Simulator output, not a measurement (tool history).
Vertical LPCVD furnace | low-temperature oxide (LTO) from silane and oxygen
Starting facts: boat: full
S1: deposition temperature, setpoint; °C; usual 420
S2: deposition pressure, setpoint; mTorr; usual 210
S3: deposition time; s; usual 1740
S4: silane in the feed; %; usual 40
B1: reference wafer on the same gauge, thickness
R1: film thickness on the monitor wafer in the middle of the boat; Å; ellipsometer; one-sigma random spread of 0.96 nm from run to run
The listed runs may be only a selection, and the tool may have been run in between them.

| run | hour | S1 | S2 | S3 | S4 | B1 | R1 |
|---|---|---|---|---|---|---|---|
| 1 | 0 | 420 | 210 | 1740 | 42 | 276.08 | 3235.9 |
| 2 | 76.9 | 420 | 210 | 1740 | 40 | 276.05 | 3046.4 |
| 3 | 180.9 | 420 | 210 | 1740 | 40 | 276.11 | 3064.6 |
| 4 | 245.2 | 420 | 210 | 1740 | 40 | 275.94 | 3071.8 |
| 5 | 327.7 | 420 | 210 | 1740 | 40 | 275.99 | 3051.9 |
| 6 | 418.9 | 420 | 210 | 1740 | 40 | 275.92 | 3065.4 |
| 7 | 474 | 420 | 210 | 1740 | 40 | 276.01 | 3056 |
| 8 | 556.6 | 420 | 210 | 1740 | 40 | 276.09 | 3060.2 |
|  | 817 | pressure gauge zeroed |
| 9 | 874.5 | 420 | 210 | 1740 | 40 | 275.93 | 3119.8 |
| 10 | 946.4 | 420 | 210 | 1740 | 45 | 276.14 | 3500.4 |
| 11 | 995.3 | 420 | 210 | 1740 | 45 | 275.96 | 3507.9 |
| 12 | 1154.4 | 420 | 210 | 1740 | 43 | 276.14 | 3351.9 |
| 13 | 1263 | 420 | 210 | 1740 | 43 | 276.06 | 3333 |
| 14 | 1309.6 | 420 | 210 | 1740 | 40 | 275.99 | 3090.1 |
| 15 | 1370.7 | 409 | 180 | 1230 | 33 | 276.06 | 1300.3 |
| 16 | 1451.9 | 420 | 210 | 2190 | 45 | 276.02 | 4384.4 |
|  | 1511.3 | silane flow controller replaced |
| 17 | 1511.8 | 414 | 210 | 1740 | 34 | 275.89 | 2357.4 |
|  | 1556.2 | thermocouples replaced and temperature profile calibrated |
| 18 | 1592.7 | 427 | 165 | 1740 | 40 | 276.15 | 2571.5 |
|  | 1651.5 | gauge calibrated |
| 19 | 1656.6 | 417 | 175 | 1740 | 35 | 276.09 | 2094.6 |
| 20 | 1699.9 | 411 | 195 | 1320 | 46 | 276 | 2294.1 |
| 21 | 1757.8 | 420 | 210 | 1350 | 40 | 276.04 | 2378.3 |
| 22 | 1886.6 | 428 | 255 | 1410 | 35 | 275.99 | 2799.6 |
| 23 | 1988.9 | 420 | 210 | 1740 | 40 | 276.14 | 3049.1 |
| 24 | 2072.9 | 420 | 210 | 1530 | 40 | 276.04 | 2669.8 |
| 25 | 2143.3 | 420 | 210 | 1140 | 40 | 276.1 | 2006 |
| 26 | 2225.6 | 420 | 175 | 1440 | 40 | 276.05 | 2090.4 |
| 27 | 2270.9 | 420 | 170 | 1740 | 40 | 275.93 | 2455.4 |
| 28 | 2319.4 | 420 | 210 | 1140 | 40 | 275.9 | 2004.1 |

Branching from run 28: 4 alternative next runs. What would each branch give?
| A | 2323 | 420 | 210 | 1740 | 40 | ? | ? |
| B | 2323 | 420 | 210 | 1200 | 40 | ? | ? |
| C | 2323 | 420 | 180 | 1740 | 35 | ? | ? |
| D | 2323 | 420 | 245 | 1740 | 33 | ? | ? |

| run | B1 | R1 |
|---|---|---|
| A | 275.99 | 3061.8 |
| B | 275.99 | 2111.6 |
| C | 275.99 | 2226.4 |
| D | 275.99 | 2826.7 |
Without the tool's hidden state the same runs would have given:
| run | R1 |
|---|---|
| A | 3132.2 |
| B | 2160.1 |
| C | 2286.3 |
| D | 2882.1 |
